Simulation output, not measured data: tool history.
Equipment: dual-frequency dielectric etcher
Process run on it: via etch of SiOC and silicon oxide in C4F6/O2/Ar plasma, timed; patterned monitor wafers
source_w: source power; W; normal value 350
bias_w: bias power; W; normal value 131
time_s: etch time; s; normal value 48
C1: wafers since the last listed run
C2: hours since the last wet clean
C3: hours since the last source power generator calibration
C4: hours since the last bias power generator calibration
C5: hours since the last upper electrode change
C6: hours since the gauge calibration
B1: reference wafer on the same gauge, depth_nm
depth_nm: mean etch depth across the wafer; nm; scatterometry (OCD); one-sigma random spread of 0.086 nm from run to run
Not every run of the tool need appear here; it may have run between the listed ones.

run 1 hour=0 | source_w=350 bias_w=131 time_s=48 | C1=0 C2=294.3 C3=1559 C4=3139.1 C5=4418.6 C6=211.3 | B1=45.31 | depth_nm=42.16
run 2 hour=42 | source_w=350 bias_w=131 time_s=48 | C1=729 C2=336.3 C3=1601 C4=3181.1 C5=4460.6 C6=253.3 | B1=45.3 | depth_nm=42.14
run 3 hour=67.7 | source_w=350 bias_w=131 time_s=48 | C1=446 C2=362 C3=1626.7 C4=3206.8 C5=4486.3 C6=279 | B1=45.3 | depth_nm=42.14
run 4 hour=107.9 | source_w=350 bias_w=131 time_s=48 | C1=698 C2=402.2 C3=1666.9 C4=3247 C5=4526.5 C6=319.2 | B1=45.29 | depth_nm=41.99
run 5 hour=134.2 | source_w=350 bias_w=154 time_s=48 | C1=456 C2=428.5 C3=1693.2 C4=3273.3 C5=4552.8 C6=345.5 | B1=45.3 | depth_nm=43.26
run 6 hour=203.2 | source_w=350 bias_w=154 time_s=48 | C1=1198 C2=497.5 C3=1762.2 C4=3342.3 C5=4621.8 C6=414.5 | B1=45.29 | depth_nm=43.23
run 7 hour=249.1 | source_w=350 bias_w=131 time_s=48 | C1=797 C2=543.4 C3=1808.1 C4=3388.2 C5=4667.7 C6=460.4 | B1=45.32 | depth_nm=41.57
-- hour=279.5 wet clean of the chamber
run 8 hour=309.9 | source_w=350 bias_w=131 time_s=48 | C1=639 C2=30.4 C3=1868.9 C4=3449 C5=4728.5 C6=521.2 | B1=45.31 | depth_nm=44.85
-- hour=345.2 upper electrode replaced
-- hour=360.4 source power generator calibrated
run 9 hour=360.9 | source_w=350 bias_w=131 time_s=48 | C1=399 C2=81.4 C3=0.5 C4=3500 C5=15.7 C6=572.2 | B1=45.3 | depth_nm=44.6
-- hour=384 gauge calibrated
run 10 hour=419.6 | source_w=350 bias_w=131 time_s=48 | C1=1019 C2=140.1 C3=59.2 C4=3558.7 C5=74.4 C6=35.6 | B1=45.3 | depth_nm=44.6
run 11 hour=448.3 | source_w=310 bias_w=131 time_s=48 | C1=498 C2=168.8 C3=87.9 C4=3587.4 C5=103.1 C6=64.3 | B1=45.3 | depth_nm=41.27
-- hour=481.9 wet clean of the chamber, repeated, since the last time left the tool worse
run 12 hour=492.2 | source_w=350 bias_w=131 time_s=48 | C1=345 C2=10.3 C3=131.8 C4=3631.3 C5=147 C6=108.2 | B1=45.29 | depth_nm=42.66
run 13 hour=536.2 | source_w=260 bias_w=131 time_s=48 | C1=764 C2=54.3 C3=175.8 C4=3675.3 C5=191 C6=152.2 | B1=45.3 | depth_nm=34.64
run 14 hour=567.7 | source_w=410 bias_w=119 time_s=48 | C1=547 C2=85.8 C3=207.3 C4=3706.8 C5=222.5 C6=183.7 | B1=45.28 | depth_nm=45.79
run 15 hour=596 | source_w=430 bias_w=131 time_s=48 | C1=491 C2=114.1 C3=235.6 C4=3735.1 C5=250.8 C6=212 | B1=45.29 | depth_nm=48.05
run 16 hour=653.3 | source_w=410 bias_w=107 time_s=56 | C1=995 C2=171.4 C3=292.9 C4=3792.4 C5=308.1 C6=269.3 | B1=45.29 | depth_nm=52.11
-- hour=696.7 bias power generator calibrated
run 17 hour=713.6 | source_w=330 bias_w=113 time_s=42.5 | C1=978 C2=231.7 C3=353.2 C4=16.9 C5=368.4 C6=329.6 | B1=45.31 | depth_nm=34.99
run 18 hour=784.4 | source_w=350 bias_w=101 time_s=48 | C1=1230 C2=302.5 C3=424 C4=87.7 C5=439.2 C6=400.4 | B1=45.3 | depth_nm=39.85
run 19 hour=813.7 | source_w=350 bias_w=156 time_s=55.5 | C1=509 C2=331.8 C3=453.3 C4=117 C5=468.5 C6=429.7 | B1=45.28 | depth_nm=50.44
run 20 hour=868 | source_w=350 bias_w=131 time_s=48 | C1=943 C2=386.1 C3=507.6 C4=171.3 C5=522.8 C6=484 | B1=45.3 | depth_nm=41.87
run 21 hour=926 | source_w=350 bias_w=131 time_s=48 | C1=1007 C2=444.1 C3=565.6 C4=229.3 C5=580.8 C6=542 | B1=45.3 | depth_nm=41.67
-- hour=929.1 gauge calibrated
-- hour=998.3 wet clean of the chamber
run 22 hour=998.8 | source_w=310 bias_w=149 time_s=48 | C1=847 C2=0.5 C3=638.4 C4=302.1 C5=653.6 C6=69.7 | B1=45.3 | depth_nm=40.67
run 23 hour=1059.5 | source_w=350 bias_w=131 time_s=48 | C1=1054 C2=61.2 C3=699.1 C4=362.8 C5=714.3 C6=130.4 | B1=45.3 | depth_nm=42.73

Consider 3 possible next runs. They are alternatives, not a sequence: every one starts from the tool as it was left by run 23. What does each give?
run A hour=1059.9 | source_w=350 bias_w=131 time_s=39 | C1=6 C2=61.6 C3=699.5 C4=363.2 C5=714.7 C6=130.8 | B1=? | depth_nm=?
run B hour=1059.9 | source_w=350 bias_w=98 time_s=44 | C1=6 C2=61.6 C3=699.5 C4=363.2 C5=714.7 C6=130.8 | B1=? | depth_nm=?
run C hour=1059.9 | source_w=270 bias_w=131 time_s=48 | C1=6 C2=61.6 C3=699.5 C4=363.2 C5=714.7 C6=130.8 | B1=? | depth_nm=?

run=A B1=45.29 depth_nm=34.74
run=B B1=45.29 depth_nm=37.02
run=C B1=45.29 depth_nm=35.77
Stripped of hidden state, with their random variation kept, the same runs would have yielded:
run=A depth_nm=34.79
run=B depth_nm=37.07
run=C depth_nm=35.82
